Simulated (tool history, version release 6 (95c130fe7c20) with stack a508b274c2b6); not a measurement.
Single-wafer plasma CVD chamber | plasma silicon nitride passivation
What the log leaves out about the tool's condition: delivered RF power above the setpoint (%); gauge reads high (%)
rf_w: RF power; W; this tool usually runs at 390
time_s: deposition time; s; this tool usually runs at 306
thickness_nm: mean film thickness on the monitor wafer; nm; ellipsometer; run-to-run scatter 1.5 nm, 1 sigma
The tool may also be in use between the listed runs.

run	hour	rf_w	time_s	wafers since the last listed run	hours since the last RF generator calibration	hours since the showerhead was replaced	hours since the gauge calibration	read-back reference wafer on the same gauge, thickness_nm	thickness_nm
1	0.0	390	306	0	847.5	3016.3	575.1	359.719	423.988
2	45.5	390	306	243	893.0	3061.8	620.6	359.398	421.803
3	112.8	390	306	360	960.3	3129.1	687.9	359.791	422.096
4	167.1	390	306	290	1014.6	3183.4	742.2	360.441	421.936
5	200.6	390	306	179	1048.1	3216.9	775.7	360.330	422.115
6	252.9	390	306	280	1100.4	3269.2	828.0	359.395	421.804
7	310.5	390	306	308	1158.0	3326.8	885.6	359.202	420.322
8	370.9	390	306	323	1218.4	3387.2	946.0	360.445	422.199
9	413.7	410	306	229	1261.2	3430.0	988.8	359.990	427.828
10	601.8	410	306	1007	1449.3	3618.1	1176.9	359.813	425.096
11	662.3	390	335	323	1509.8	3678.6	1237.4	359.751	461.640
12	699.9	390	335	201	1547.4	3716.2	1275.0	359.742	457.770
# hour 777.8: RF generator calibrated
13	792.4	390	335	452	14.6	3808.7	1367.5	360.203	471.161
14	845.3	390	286	283	67.5	3861.6	1420.4	360.154	402.296
15	912.7	390	286	360	134.9	3929.0	1487.8	360.070	399.718
# hour 971.6: gauge calibrated
16	978.4	390	286	351	200.6	3994.7	6.8	359.821	396.988
17	1002.9	420	306	131	225.1	4019.2	31.3	359.516	433.684
18	1074.6	420	306	383	296.8	4090.9	103.0	359.600	434.225
19	1098.9	355	280	130	321.1	4115.2	127.3	360.042	380.718
20	1151.3	315	355	280	373.5	4167.6	179.7	360.050	472.963
# hour 1196.7: showerhead replaced
21	1197.2	335	245	202	419.4	0.5	225.6	359.915	329.138
22	1245.3	390	286	257	467.5	48.6	273.7	360.418	398.367
23	1306.1	390	306	325	528.3	109.4	334.5	360.593	425.772
24	1342.9	325	306	197	565.1	146.2	371.3	359.552	407.076
25	1367.5	390	349	131	589.7	170.8	395.9	359.964	485.056
26	1424.3	390	306	304	646.5	227.6	452.7	360.556	424.076
27	1483.9	355	336	319	706.1	287.2	512.3	359.637	457.544
28	1526.6	390	306	228	748.8	329.9	555.0	360.207	423.445
29	1598.0	390	280	382	820.2	401.3	626.4	360.648	389.627
30	1642.6	350	245	238	864.8	445.9	671.0	360.259	328.971
31	1704.0	390	306	328	926.2	507.3	732.4	360.259	423.826
32	1751.1	390	306	252	973.3	554.4	779.5	359.741	421.367
33	1780.1	370	341	155	1002.3	583.4	808.5	360.438	466.775
34	1841.0	390	260	326	1063.2	644.3	869.4	360.491	356.513
35	1896.5	365	279	297	1118.7	699.8	924.9	359.657	379.186

Had the tool no unlogged condition, and each run kept its random variation, what would the results have been?
run	thickness_nm
1	430.954
2	428.876
3	429.367
4	429.346
5	429.609
6	429.413
7	428.024
8	430.051
9	435.861
10	433.357
11	470.692
12	466.791
13	471.749
14	403.346
15	401.398
16	399.215
17	436.330
18	437.453
19	383.709
20	477.084
21	332.235
22	402.386
23	430.404
24	411.686
25	490.687
26	429.259
27	463.406
28	429.035
29	395.005
30	333.624
31	430.005
32	427.639
33	473.805
34	362.006
35	385.138
